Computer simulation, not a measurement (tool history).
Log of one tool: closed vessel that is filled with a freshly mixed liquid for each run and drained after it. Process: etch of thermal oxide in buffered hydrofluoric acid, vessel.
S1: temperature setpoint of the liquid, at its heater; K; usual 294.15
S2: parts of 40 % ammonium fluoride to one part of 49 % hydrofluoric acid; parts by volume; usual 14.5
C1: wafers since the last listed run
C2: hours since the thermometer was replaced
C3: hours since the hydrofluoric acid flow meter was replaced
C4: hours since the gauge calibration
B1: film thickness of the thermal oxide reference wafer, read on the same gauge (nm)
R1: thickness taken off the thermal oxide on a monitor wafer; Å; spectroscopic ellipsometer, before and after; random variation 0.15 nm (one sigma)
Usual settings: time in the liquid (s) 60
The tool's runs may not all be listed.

run 1 hour=0 | S1=292.15 S2=14.5 time_in_the_liquid_(s)=60 | C1=0 C2=750.4 C3=553.8 C4=344.3 | B1=139.97 | R1=354.8
run 2 hour=34.8 | S1=294.15 S2=14.5 time_in_the_liquid_(s)=60 | C1=3729 C2=785.2 C3=588.6 C4=379.1 | B1=140.01 | R1=397.2
run 3 hour=58.2 | S1=293.15 S2=14.5 time_in_the_liquid_(s)=75 | C1=2507 C2=808.6 C3=612 C4=402.5 | B1=139.95 | R1=472.2
run 4 hour=93.3 | S1=293.15 S2=14.5 time_in_the_liquid_(s)=75 | C1=3761 C2=843.7 C3=647.1 C4=437.6 | B1=139.96 | R1=470.2
run 5 hour=125.5 | S1=293.15 S2=14.5 time_in_the_liquid_(s)=75 | C1=3450 C2=875.9 C3=679.3 C4=469.8 | B1=140.01 | R1=472.7
run 6 hour=145.7 | S1=296.15 S2=14.5 time_in_the_liquid_(s)=60 | C1=2164 C2=896.1 C3=699.5 C4=490 | B1=139.97 | R1=445.9
run 7 hour=175.9 | S1=296.15 S2=14.5 time_in_the_liquid_(s)=60 | C1=3236 C2=926.3 C3=729.7 C4=520.2 | B1=140.02 | R1=444.9
run 8 hour=206.6 | S1=294.15 S2=14.5 time_in_the_liquid_(s)=60 | C1=3289 C2=957 C3=760.4 C4=550.9 | B1=139.98 | R1=399.6
run 9 hour=236.8 | S1=294.15 S2=14.5 time_in_the_liquid_(s)=60 | C1=3236 C2=987.2 C3=790.6 C4=581.1 | B1=139.98 | R1=397.2
run 10 hour=259 | S1=294.15 S2=14.5 time_in_the_liquid_(s)=60 | C1=2379 C2=1009.4 C3=812.8 C4=603.3 | B1=140 | R1=399.1
run 11 hour=272.4 | S1=294.15 S2=14.5 time_in_the_liquid_(s)=60 | C1=1436 C2=1022.8 C3=826.2 C4=616.7 | B1=140.01 | R1=399.5
run 12 hour=296.4 | S1=294.15 S2=14.5 time_in_the_liquid_(s)=60 | C1=2571 C2=1046.8 C3=850.2 C4=640.7 | B1=139.98 | R1=399
-- hour=302.5 gauge calibrated
-- hour=346.1 hydrofluoric acid flow meter replaced
run 13 hour=385.4 | S1=294.15 S2=14.5 time_in_the_liquid_(s)=60 | C1=9430 C2=1135.8 C3=39.3 C4=82.9 | B1=140.01 | R1=402.4
run 14 hour=414 | S1=294.15 S2=14.5 time_in_the_liquid_(s)=60 | C1=3064 C2=1164.4 C3=67.9 C4=111.5 | B1=140 | R1=402.5
run 15 hour=431.3 | S1=297.65 S2=14.5 time_in_the_liquid_(s)=80 | C1=1853 C2=1181.7 C3=85.2 C4=128.8 | B1=139.98 | R1=648.1
run 16 hour=462.5 | S1=293.15 S2=14.5 time_in_the_liquid_(s)=75 | C1=3343 C2=1212.9 C3=116.4 C4=160 | B1=139.99 | R1=472.5
run 17 hour=561.5 | S1=294.15 S2=10 time_in_the_liquid_(s)=60 | C1=10609 C2=1311.9 C3=215.4 C4=259 | B1=139.99 | R1=578.8
run 18 hour=589.2 | S1=294.15 S2=14.5 time_in_the_liquid_(s)=75 | C1=2968 C2=1339.6 C3=243.1 C4=286.7 | B1=139.96 | R1=497.5
-- hour=617.5 thermometer replaced
run 19 hour=619.3 | S1=296.15 S2=14.5 time_in_the_liquid_(s)=60 | C1=3118 C2=1.8 C3=273.2 C4=316.8 | B1=140.02 | R1=446.2
run 20 hour=648.8 | S1=296.15 S2=14.5 time_in_the_liquid_(s)=60 | C1=3161 C2=31.3 C3=302.7 C4=346.3 | B1=139.98 | R1=446.9
run 21 hour=691.4 | S1=291.65 S2=18.5 time_in_the_liquid_(s)=35 | C1=4565 C2=73.9 C3=345.3 C4=388.9 | B1=139.97 | R1=159.6
run 22 hour=776.9 | S1=294.15 S2=9 time_in_the_liquid_(s)=85 | C1=9162 C2=159.4 C3=430.8 C4=474.4 | B1=140 | R1=867.1
run 23 hour=794.6 | S1=294.15 S2=12 time_in_the_liquid_(s)=80 | C1=1896 C2=177.1 C3=448.5 C4=492.1 | B1=139.98 | R1=634.3
run 24 hour=811.1 | S1=294.15 S2=14.5 time_in_the_liquid_(s)=50 | C1=1768 C2=193.6 C3=465 C4=508.6 | B1=139.94 | R1=333.6
run 25 hour=841.9 | S1=297.65 S2=14.5 time_in_the_liquid_(s)=35 | C1=3300 C2=224.4 C3=495.8 C4=539.4 | B1=140 | R1=280.8

Forecast each of these 5 alternatives for the next run:
run A hour=842.6 | S1=294.15 S2=14.5 time_in_the_liquid_(s)=60 | C1=75 C2=225.1 C3=496.5 C4=540.1 | B1=? | R1=?
run B hour=842.6 | S1=298.65 S2=19.5 time_in_the_liquid_(s)=60 | C1=75 C2=225.1 C3=496.5 C4=540.1 | B1=? | R1=?
run C hour=842.6 | S1=294.15 S2=18.5 time_in_the_liquid_(s)=30 | C1=75 C2=225.1 C3=496.5 C4=540.1 | B1=? | R1=?
run D hour=842.6 | S1=294.15 S2=12 time_in_the_liquid_(s)=50 | C1=75 C2=225.1 C3=496.5 C4=540.1 | B1=? | R1=?
run E hour=842.6 | S1=290.15 S2=18.5 time_in_the_liquid_(s)=75 | C1=75 C2=225.1 C3=496.5 C4=540.1 | B1=? | R1=?

run=A B1=140 R1=399.7
run=B B1=140 R1=382.3
run=C B1=140 R1=157.2
run=D B1=140 R1=400.9
run=E B1=140 R1=313.5
Without the tool's hidden state the same runs would have given:
run=A R1=399.7
run=B R1=382.3
run=C R1=157.2
run=D R1=400.9
run=E R1=313.5
